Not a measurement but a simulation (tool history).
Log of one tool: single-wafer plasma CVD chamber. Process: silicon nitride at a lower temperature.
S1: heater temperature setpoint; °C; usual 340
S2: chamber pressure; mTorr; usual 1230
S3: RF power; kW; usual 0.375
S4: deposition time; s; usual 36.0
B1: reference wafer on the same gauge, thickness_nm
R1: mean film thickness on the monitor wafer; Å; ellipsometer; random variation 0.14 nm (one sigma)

| run | hour | S1 | S2 | S3 | S4 | B1 | R1 |
|---|---|---|---|---|---|---|---|
| 1 | 0.0 | 349 | 1230 | 0.375 | 36.0 | 42.319 | 449.09 |
| 2 | 106.8 | 349 | 1230 | 0.375 | 36.0 | 42.278 | 449.49 |
| 3 | 165.5 | 349 | 1230 | 0.375 | 36.0 | 42.350 | 449.38 |
| 4 | 242.3 | 340 | 1230 | 0.375 | 36.0 | 42.341 | 449.89 |
|  | 258.2 | RF generator calibrated |
| 5 | 291.4 | 340 | 1230 | 0.375 | 36.0 | 42.269 | 464.63 |
| 6 | 364.5 | 340 | 1230 | 0.375 | 36.0 | 42.312 | 464.29 |
| 7 | 432.0 | 340 | 1230 | 0.375 | 36.0 | 42.301 | 459.58 |
| 8 | 495.2 | 340 | 1230 | 0.375 | 36.0 | 42.358 | 462.24 |
| 9 | 564.2 | 336 | 1230 | 0.375 | 36.0 | 42.311 | 460.77 |
| 10 | 615.6 | 336 | 1230 | 0.375 | 36.0 | 42.271 | 461.30 |
|  | 683.9 | gauge calibrated |
| 11 | 773.3 | 340 | 1230 | 0.375 | 36.0 | 42.320 | 461.38 |
| 12 | 866.1 | 349 | 1230 | 0.420 | 36.0 | 42.312 | 499.56 |
|  | 906.0 | capacitance manometer re-zeroed and calibrated |
|  | 915.6 | showerhead replaced |
| 13 | 1013.3 | 332 | 1370 | 0.420 | 40.6 | 42.292 | 574.68 |
| 14 | 1104.4 | 340 | 1230 | 0.335 | 34.2 | 42.349 | 396.32 |
|  | 1143.0 | thermocouple changed; heater temperature recalibrated |
| 15 | 1197.4 | 332 | 1370 | 0.420 | 40.6 | 42.247 | 571.78 |
|  | 1216.9 | RF generator calibrated |
| 16 | 1304.6 | 353 | 1420 | 0.435 | 29.3 | 42.240 | 434.01 |
| 17 | 1361.2 | 347 | 1000 | 0.375 | 36.0 | 42.231 | 418.60 |
| 18 | 1450.8 | 329 | 1230 | 0.375 | 36.0 | 42.331 | 461.21 |
| 19 | 1527.9 | 353 | 1540 | 0.330 | 41.1 | 42.294 | 520.34 |
| 20 | 1615.1 | 340 | 1230 | 0.375 | 36.0 | 42.300 | 455.46 |
| 21 | 1674.1 | 348 | 1230 | 0.305 | 36.0 | 42.315 | 394.87 |
|  | 1762.2 | gauge calibrated |
| 22 | 1780.4 | 333 | 1230 | 0.310 | 33.5 | 42.305 | 374.81 |
| 23 | 1839.4 | 340 | 1230 | 0.375 | 36.0 | 42.286 | 459.59 |

5 ways to go on from here, each from the tool as it stands after run 23. What would each give?
| A | 1839.8 | 340 | 1230 | 0.375 | 36.0 | ? | ? |
| B | 1839.8 | 327 | 1060 | 0.375 | 36.0 | ? | ? |
| C | 1839.8 | 340 | 1230 | 0.375 | 39.4 | ? | ? |
| D | 1839.8 | 345 | 1230 | 0.375 | 36.0 | ? | ? |
| E | 1839.8 | 340 | 1230 | 0.335 | 36.0 | ? | ? |

| run | B1 | R1 |
|---|---|---|
| A | 42.353 | 458.11 |
| B | 42.353 | 432.04 |
| C | 42.353 | 501.28 |
| D | 42.353 | 457.36 |
| E | 42.353 | 424.96 |
Without the tool's hidden state the same runs would have given:
| run | R1 |
|---|---|
| A | 457.99 |
| B | 431.35 |
| C | 501.15 |
| D | 457.24 |
| E | 425.10 |
